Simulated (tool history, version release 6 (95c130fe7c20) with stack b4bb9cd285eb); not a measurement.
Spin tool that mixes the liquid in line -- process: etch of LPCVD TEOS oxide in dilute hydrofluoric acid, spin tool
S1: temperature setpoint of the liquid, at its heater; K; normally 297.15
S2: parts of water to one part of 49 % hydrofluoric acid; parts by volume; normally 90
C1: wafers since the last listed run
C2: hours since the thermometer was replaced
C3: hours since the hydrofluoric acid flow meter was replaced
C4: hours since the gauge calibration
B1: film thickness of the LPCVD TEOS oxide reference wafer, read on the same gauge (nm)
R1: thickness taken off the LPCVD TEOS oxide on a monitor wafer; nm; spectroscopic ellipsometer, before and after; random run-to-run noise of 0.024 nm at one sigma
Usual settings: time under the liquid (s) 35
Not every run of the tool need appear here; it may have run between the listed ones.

{"run": 1, "hour": 0.0, "S1": 297.15, "S2": 90, "time under the liquid (s)": 25, "C1": 0, "C2": 1886.2, "C3": 48.1, "C4": 486.3, "B1": 110.02, "R1": 4.55}
{"run": 2, "hour": 30.4, "S1": 297.15, "S2": 90, "time under the liquid (s)": 35, "C1": 531, "C2": 1916.6, "C3": 78.5, "C4": 516.7, "B1": 109.99, "R1": 6.35}
{"run": 3, "hour": 96.6, "S1": 297.15, "S2": 90, "time under the liquid (s)": 35, "C1": 1158, "C2": 1982.8, "C3": 144.7, "C4": 582.9, "B1": 109.98, "R1": 6.38}
{"run": 4, "hour": 159.2, "S1": 297.15, "S2": 90, "time under the liquid (s)": 35, "C1": 1095, "C2": 2045.4, "C3": 207.3, "C4": 645.5, "B1": 109.97, "R1": 6.42}
{"run": 5, "hour": 202.3, "S1": 297.15, "S2": 90, "time under the liquid (s)": 35, "C1": 754, "C2": 2088.5, "C3": 250.4, "C4": 688.6, "B1": 109.99, "R1": 6.43}
{"run": 6, "hour": 248.6, "S1": 297.15, "S2": 90, "time under the liquid (s)": 35, "C1": 810, "C2": 2134.8, "C3": 296.7, "C4": 734.9, "B1": 110, "R1": 6.44}
{"run": 7, "hour": 296.3, "S1": 297.15, "S2": 90, "time under the liquid (s)": 35, "C1": 834, "C2": 2182.5, "C3": 344.4, "C4": 782.6, "B1": 110.01, "R1": 6.45}
{"run": 8, "hour": 340.2, "S1": 297.15, "S2": 90, "time under the liquid (s)": 35, "C1": 768, "C2": 2226.4, "C3": 388.3, "C4": 826.5, "B1": 110.04, "R1": 6.45}
{"hour": 397.4, "done": "thermometer replaced"}
{"run": 9, "hour": 411.5, "S1": 295.15, "S2": 90, "time under the liquid (s)": 35, "C1": 1230, "C2": 14.1, "C3": 459.6, "C4": 897.8, "B1": 110.03, "R1": 5.98}
{"run": 10, "hour": 457.9, "S1": 295.15, "S2": 90, "time under the liquid (s)": 35, "C1": 811, "C2": 60.5, "C3": 506, "C4": 944.2, "B1": 110.02, "R1": 6.07}
{"run": 11, "hour": 488.7, "S1": 295.65, "S2": 75, "time under the liquid (s)": 35, "C1": 538, "C2": 91.3, "C3": 536.8, "C4": 975, "B1": 110.03, "R1": 7.49}
{"run": 12, "hour": 542.9, "S1": 295.65, "S2": 75, "time under the liquid (s)": 35, "C1": 948, "C2": 145.5, "C3": 591, "C4": 1029.2, "B1": 110.03, "R1": 7.5}
{"run": 13, "hour": 600.1, "S1": 298.65, "S2": 130, "time under the liquid (s)": 25, "C1": 1000, "C2": 202.7, "C3": 648.2, "C4": 1086.4, "B1": 110.01, "R1": 3.26}
{"run": 14, "hour": 638.7, "S1": 300.65, "S2": 110, "time under the liquid (s)": 35, "C1": 675, "C2": 241.3, "C3": 686.8, "C4": 1125, "B1": 109.97, "R1": 6.04}
{"hour": 683.6, "done": "gauge calibrated"}
{"run": 15, "hour": 701.3, "S1": 295.65, "S2": 75, "time under the liquid (s)": 35, "C1": 1095, "C2": 303.9, "C3": 749.4, "C4": 17.7, "B1": 109.99, "R1": 7.65}
{"hour": 814.4, "done": "hydrofluoric acid flow meter replaced"}
{"run": 16, "hour": 823.4, "S1": 297.15, "S2": 90, "time under the liquid (s)": 35, "C1": 2119, "C2": 426, "C3": 9, "C4": 139.8, "B1": 110.01, "R1": 6.37}
{"run": 17, "hour": 871.5, "S1": 298.65, "S2": 65, "time under the liquid (s)": 15, "C1": 841, "C2": 474.1, "C3": 57.1, "C4": 187.9, "B1": 110.02, "R1": 4.17}
{"run": 18, "hour": 929.3, "S1": 297.15, "S2": 90, "time under the liquid (s)": 35, "C1": 1011, "C2": 531.9, "C3": 114.9, "C4": 245.7, "B1": 110, "R1": 6.41}
{"run": 19, "hour": 976.2, "S1": 293.15, "S2": 55, "time under the liquid (s)": 15, "C1": 820, "C2": 578.8, "C3": 161.8, "C4": 292.6, "B1": 110.02, "R1": 3.98}
{"run": 20, "hour": 1033.4, "S1": 300.65, "S2": 90, "time under the liquid (s)": 35, "C1": 1000, "C2": 636, "C3": 219, "C4": 349.8, "B1": 110.03, "R1": 7.39}
{"run": 21, "hour": 1099.7, "S1": 297.15, "S2": 115, "time under the liquid (s)": 45, "C1": 1160, "C2": 702.3, "C3": 285.3, "C4": 416.1, "B1": 109.95, "R1": 6.33}
{"run": 22, "hour": 1131.1, "S1": 295.65, "S2": 45, "time under the liquid (s)": 55, "C1": 549, "C2": 733.7, "C3": 316.7, "C4": 447.5, "B1": 110.03, "R1": 20.22}
{"run": 23, "hour": 1161.5, "S1": 300.15, "S2": 65, "time under the liquid (s)": 25, "C1": 531, "C2": 764.1, "C3": 347.1, "C4": 477.9, "B1": 110.03, "R1": 7.44}
{"run": 24, "hour": 1221.3, "S1": 293.15, "S2": 90, "time under the liquid (s)": 25, "C1": 1046, "C2": 823.9, "C3": 406.9, "C4": 537.7, "B1": 110, "R1": 3.92}

Here are 5 independent what-if runs from the current tool condition. What would each one return?
{"run": "A", "hour": 1221.7, "S1": 297.15, "S2": 90, "time under the liquid (s)": 35, "C1": 6, "C2": 824.3, "C3": 407.3, "C4": 538.1, "B1": "?", "R1": "?"}
{"run": "B", "hour": 1221.7, "S1": 298.65, "S2": 90, "time under the liquid (s)": 35, "C1": 6, "C2": 824.3, "C3": 407.3, "C4": 538.1, "B1": "?", "R1": "?"}
{"run": "C", "hour": 1221.7, "S1": 297.15, "S2": 90, "time under the liquid (s)": 15, "C1": 6, "C2": 824.3, "C3": 407.3, "C4": 538.1, "B1": "?", "R1": "?"}
{"run": "D", "hour": 1221.7, "S1": 297.15, "S2": 55, "time under the liquid (s)": 45, "C1": 6, "C2": 824.3, "C3": 407.3, "C4": 538.1, "B1": "?", "R1": "?"}
{"run": "E", "hour": 1221.7, "S1": 297.15, "S2": 110, "time under the liquid (s)": 15, "C1": 6, "C2": 824.3, "C3": 407.3, "C4": 538.1, "B1": "?", "R1": "?"}

run=A B1=110 R1=6.54
run=B B1=110 R1=6.94
run=C B1=110 R1=2.8
run=D B1=110 R1=14.37
run=E B1=110 R1=2.24
Take away the tool's hidden state, keep each run's random variation, and the runs would have read:
run=A R1=6.37
run=B R1=6.76
run=C R1=2.73
run=D R1=14.02
run=E R1=2.18

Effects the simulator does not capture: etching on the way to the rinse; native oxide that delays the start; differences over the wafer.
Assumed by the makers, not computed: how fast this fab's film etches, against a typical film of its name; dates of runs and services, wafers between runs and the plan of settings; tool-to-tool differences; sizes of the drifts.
